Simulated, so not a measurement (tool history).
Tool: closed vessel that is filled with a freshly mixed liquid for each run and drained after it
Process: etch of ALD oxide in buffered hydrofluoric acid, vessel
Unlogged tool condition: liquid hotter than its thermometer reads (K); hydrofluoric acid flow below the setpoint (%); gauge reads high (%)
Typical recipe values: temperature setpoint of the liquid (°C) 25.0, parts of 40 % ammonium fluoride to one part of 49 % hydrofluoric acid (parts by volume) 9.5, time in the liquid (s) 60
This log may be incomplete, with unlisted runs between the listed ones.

run    day  temperature setpoint of the liquid (°C)  parts of 40 % ammonium fluoride to one part of 49 % hydrofluoric acid (parts by volume)  time in the liquid (s)  wafers since the last listed run  hours since the thermometer was replaced  hours since the hydrofluoric acid flow meter was replaced  hours since the gauge calibration  read-back film thickness of the ALD oxide reference wafer, read on the same gauge (nm)  thickness taken off the ALD oxide on a monitor wafer (angstrom)
  1  0.000                                     21.5                                                                                      9.5                      60                                 0                                    2590.5                                                     2190.7                              131.8                                                                                  149.99                                                            803.1
  2  0.633                                     21.5                                                                                      9.5                      60                              1950                                    2605.7                                                     2205.9                              147.0                                                                                  150.01                                                            804.5
  3  1.317                                     22.0                                                                                      9.5                      60                              2103                                    2622.1                                                     2222.3                              163.4                                                                                  149.99                                                            826.0
  4  1.888                                     22.0                                                                                      9.5                      60                              1757                                    2635.8                                                     2236.0                              177.1                                                                                  150.03                                                            823.2
  5  2.321                                     22.0                                                                                      9.5                      60                              1334                                    2646.2                                                     2246.4                              187.5                                                                                  150.01                                                            822.2
  6  3.033                                     25.0                                                                                      9.5                      60                              2193                                    2663.3                                                     2263.5                              204.6                                                                                  150.05                                                            969.8
  7  3.450                                     25.0                                                                                      9.5                      60                              1282                                    2673.3                                                     2273.5                              214.6                                                                                  149.98                                                            965.3
  8  3.754                                     25.0                                                                                      9.5                      60                               936                                    2680.6                                                     2280.8                              221.9                                                                                  149.96                                                            973.2
  9  4.096                                     25.0                                                                                      7.5                      40                              1051                                    2688.8                                                     2289.0                              230.1                                                                                  150.02                                                            815.0
 10  4.650                                     25.0                                                                                      7.5                      40                              1706                                    2702.1                                                     2302.3                              243.4                                                                                  149.99                                                            821.6
 11  4.912                                     25.0                                                                                      9.5                      60                               808                                    2708.4                                                     2308.6                              249.7                                                                                  150.03                                                            963.4
 12  5.658                                     21.0                                                                                      9.5                      60                              2296                                    2726.3                                                     2326.5                              267.6                                                                                  150.01                                                            789.1
 13  6.004                                     21.0                                                                                      9.5                      60                              1064                                    2734.6                                                     2334.8                              275.9                                                                                  149.99                                                            776.6
 14  6.379                                     21.0                                                                                      9.5                      60                              1154                                    2743.6                                                     2343.8                              284.9                                                                                  150.02                                                            783.5
 15  7.004                                     25.0                                                                                      9.5                      70                              1924                                    2758.6                                                     2358.8                              299.9                                                                                  150.02                                                           1139.5
 16  7.750                                     25.0                                                                                      9.5                      40                              2296                                    2776.5                                                     2376.7                              317.8                                                                                  150.00                                                            649.2
 17  8.121                                     25.0                                                                                      9.5                      60                              1141                                    2785.4                                                     2385.6                              326.7                                                                                  150.01                                                            974.1
     8.358  -- thermometer replaced
 18  8.721                                     25.0                                                                                      9.5                      35                              1719                                       8.7                                                     2400.0                              341.1                                                                                  149.98                                                            511.5

Run 19, settings as shown, results not yet in. Your forecast:
 19  9.200                                     29.0                                                                                      5.5                      90                              1475                                      20.2                                                     2411.5                              352.6                                                                                       ?                                                                ?

Run 19 came out at read-back film thickness of the ALD oxide reference wafer, read on the same gauge (nm) 150.02, thickness taken off the ALD oxide on a monitor wafer (angstrom) 2721.7.
With no hidden state in the tool, this same run would have given thickness taken off the ALD oxide on a monitor wafer (angstrom) 2663.7.
